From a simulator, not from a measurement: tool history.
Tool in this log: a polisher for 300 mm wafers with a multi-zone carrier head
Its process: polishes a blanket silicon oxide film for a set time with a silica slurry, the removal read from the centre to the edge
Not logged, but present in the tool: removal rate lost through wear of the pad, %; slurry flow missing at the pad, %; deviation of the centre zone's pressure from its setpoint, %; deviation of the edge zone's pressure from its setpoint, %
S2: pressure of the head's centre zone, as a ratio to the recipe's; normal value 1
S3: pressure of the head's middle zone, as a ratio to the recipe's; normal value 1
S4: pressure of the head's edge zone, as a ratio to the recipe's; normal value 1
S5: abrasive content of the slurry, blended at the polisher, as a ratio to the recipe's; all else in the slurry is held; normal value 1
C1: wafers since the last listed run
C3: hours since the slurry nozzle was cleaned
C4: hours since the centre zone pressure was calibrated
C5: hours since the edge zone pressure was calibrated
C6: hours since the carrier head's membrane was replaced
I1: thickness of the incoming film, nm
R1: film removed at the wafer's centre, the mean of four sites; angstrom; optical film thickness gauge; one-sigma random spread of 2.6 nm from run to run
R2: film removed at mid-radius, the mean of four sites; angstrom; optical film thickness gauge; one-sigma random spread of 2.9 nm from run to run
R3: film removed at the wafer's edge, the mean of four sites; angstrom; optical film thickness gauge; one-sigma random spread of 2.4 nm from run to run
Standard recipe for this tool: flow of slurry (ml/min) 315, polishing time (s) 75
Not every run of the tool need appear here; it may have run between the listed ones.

Run 1, hour 0: usual settings; C1 0; wafers polished on this pad 2722; C3 129.8; C4 815.6; C5 161.5; C6 117.8; I1 814.5. Result: R1 3044 angstrom, R2 2993 angstrom, R3 3041 angstrom.
At hour 33.4: centre zone pressure recalibrated.
Run 2, hour 62.1: usual settings; C1 489; wafers polished on this pad 3211; C3 191.9; C4 28.7; C5 223.6; C6 179.9; I1 798.9. Result: R1 2984 angstrom, R2 2940 angstrom, R3 3071 angstrom.
Run 3, hour 145.6: usual settings; C1 680; wafers polished on this pad 3892; C3 275.4; C4 112.2; C5 307.1; C6 263.4; I1 797.1. Result: R1 2961 angstrom, R2 2898 angstrom, R3 3025 angstrom.
At hour 191.3: worn pad replaced by a new one.
Run 4, hour 232.4: usual settings but S2 0.92; C1 674; wafers polished on this pad 334; C3 362.2; C4 199; C5 393.9; C6 350.2; I1 805.8. Result: R1 2694 angstrom, R2 2858 angstrom, R3 2997 angstrom.
At hour 312.6: slurry nozzle cleaned, repeated, since the last time left the tool worse.
Run 5, hour 326.1: usual settings but polishing time (s) 88; C1 755; wafers polished on this pad 1090; C3 13.5; C4 292.7; C5 487.6; C6 443.9; I1 796.7. Result: R1 3932 angstrom, R2 3787 angstrom, R3 3826 angstrom.
Run 6, hour 383.8: usual settings but flow of slurry (ml/min) 375, S4 1.1, S5 1.3; C1 470; wafers polished on this pad 1560; C3 71.2; C4 350.4; C5 545.3; C6 501.6; I1 799.1. Result: R1 3693 angstrom, R2 3575 angstrom, R3 3746 angstrom.
Run 7, hour 483.7: usual settings but S2 1.03, S5 1.1; C1 814; wafers polished on this pad 2374; C3 171.1; C4 450.3; C5 645.2; C6 601.5; I1 808.7. Result: R1 3465 angstrom, R2 3270 angstrom, R3 3317 angstrom.
At hour 617: carrier head's membrane replaced by a new one.
At hour 679.1: worn pad replaced by a new one.
Run 8, hour 695.7: usual settings but flow of slurry (ml/min) 230, S2 0.9, S3 0.96, polishing time (s) 68; C1 1654; wafers polished on this pad 135; C3 383.1; C4 662.3; C5 857.2; C6 78.7; I1 797.6. Result: R1 2503 angstrom, R2 2626 angstrom, R3 2799 angstrom.
At hour 734.5: slurry nozzle cleaned.
Run 9, hour 791.2: usual settings but S2 1.1, polishing time (s) 54; C1 770; wafers polished on this pad 905; C3 56.7; C4 757.8; C5 952.7; C6 174.2; I1 791.4. Result: R1 2635 angstrom, R2 2259 angstrom, R3 2319 angstrom.
Run 10, hour 850.9: usual settings; C1 486; wafers polished on this pad 1392; C3 116.4; C4 817.5; C5 1012.4; C6 233.9; I1 804.8. Result: R1 3330 angstrom, R2 3267 angstrom, R3 3252 angstrom.
At hour 891.4: edge zone pressure recalibrated.
Run 11, hour 913.4: usual settings; C1 493; wafers polished on this pad 1885; C3 178.9; C4 880; C5 22; C6 296.4; I1 789.9. Result: R1 3330 angstrom, R2 3142 angstrom, R3 3227 angstrom.
At hour 951.8: centre zone pressure recalibrated.
Run 12, hour 990.9: usual settings but S2 0.94, S5 1.1; C1 615; wafers polished on this pad 2500; C3 256.4; C4 39.1; C5 99.5; C6 373.9; I1 786.7. Result: R1 3189 angstrom, R2 3346 angstrom, R3 3368 angstrom.
Run 13, hour 1040.7: usual settings; C1 405; wafers polished on this pad 2906; C3 306.2; C4 88.9; C5 149.3; C6 423.7; I1 807.1. Result: R1 3290 angstrom, R2 3223 angstrom, R3 3215 angstrom.
Run 14, hour 1120: usual settings but S5 1.15; C1 646; wafers polished on this pad 3552; C3 385.5; C4 168.2; C5 228.6; C6 503; I1 800.9. Result: R1 3411 angstrom, R2 3268 angstrom, R3 3347 angstrom.
At hour 1158.2: slurry nozzle cleaned.
Run 15, hour 1158.7: usual settings but flow of slurry (ml/min) 385, S2 1.08, S4 0.88, polishing time (s) 49; C1 307; wafers polished on this pad 3860; C3 0.5; C4 206.9; C5 267.3; C6 541.7; I1 810.9. Result: R1 2408 angstrom, R2 2161 angstrom, R3 2021 angstrom.
At hour 1178.7: worn pad replaced by a new one.
At hour 1232.9: carrier head's membrane replaced by a new one.
Run 16, hour 1253.9: usual settings but flow of slurry (ml/min) 245, S2 1.06, S4 1.1, S5 0.85; C1 702; wafers polished on this pad 572; C3 95.7; C4 302.1; C5 362.5; C6 21; I1 803.9. Result: R1 3205 angstrom, R2 2933 angstrom, R3 3106 angstrom.
Run 17, hour 1301.7: usual settings but S2 1.1, S4 1.05; C1 389; wafers polished on this pad 962; C3 143.5; C4 349.9; C5 410.3; C6 68.8; I1 790.3. Result: R1 3588 angstrom, R2 3225 angstrom, R3 3296 angstrom.
Run 18, hour 1389.7: usual settings but S2 0.89, polishing time (s) 82; C1 717; wafers polished on this pad 1679; C3 231.5; C4 437.9; C5 498.3; C6 156.8; I1 793.5. Result: R1 3213 angstrom, R2 3455 angstrom, R3 3518 angstrom.
Run 19, hour 1428.9: usual settings but S3 0.9; C1 319; wafers polished on this pad 1998; C3 270.7; C4 477.1; C5 537.5; C6 196; I1 803.4. Result: R1 3259 angstrom, R2 2926 angstrom, R3 3183 angstrom.
Run 20, hour 1523: usual settings; C1 766; wafers polished on this pad 2765; C3 364.8; C4 571.2; C5 631.6; C6 290.1; I1 798.3. Result: R1 3270 angstrom, R2 3181 angstrom, R3 3251 angstrom.

Predict each of these 5 candidate next runs independently; none follows another, all start after run 20:
Run A, hour 1523.4: usual settings; C1 3; wafers polished on this pad 2769; C3 365.2; C4 571.6; C5 632; C6 290.5; I1 800.1. Result: R1 ?, R2 ?, R3 ?.
Run B, hour 1523.4: usual settings but flow of slurry (ml/min) 230, S2 0.95; C1 3; wafers polished on this pad 2769; C3 365.2; C4 571.6; C5 632; C6 290.5; I1 800.1. Result: R1 ?, R2 ?, R3 ?.
Run C, hour 1523.4: usual settings but S3 1.07, polishing time (s) 101; C1 3; wafers polished on this pad 2769; C3 365.2; C4 571.6; C5 632; C6 290.5; I1 800.1. Result: R1 ?, R2 ?, R3 ?.
Run D, hour 1523.4: usual settings but flow of slurry (ml/min) 385; C1 3; wafers polished on this pad 2769; C3 365.2; C4 571.6; C5 632; C6 290.5; I1 800.1. Result: R1 ?, R2 ?, R3 ?.
Run E, hour 1523.4: usual settings but S2 1.11; C1 3; wafers polished on this pad 2769; C3 365.2; C4 571.6; C5 632; C6 290.5; I1 800.1. Result: R1 ?, R2 ?, R3 ?.

run    R1    R2    R3
  A  3268  3208  3207
  B  2945  3062  3097
  C  4404  4576  4315
  D  3349  3280  3261
  E  3631  3206  3207
With the hidden condition removed and each run's random variation left untouched, the same runs would have given:
run    R1    R2    R3
  A  3342  3274  3257
  B  3040  3150  3163
  C  4503  4669  4382
  D  3410  3334  3302
  E  3713  3272  3257
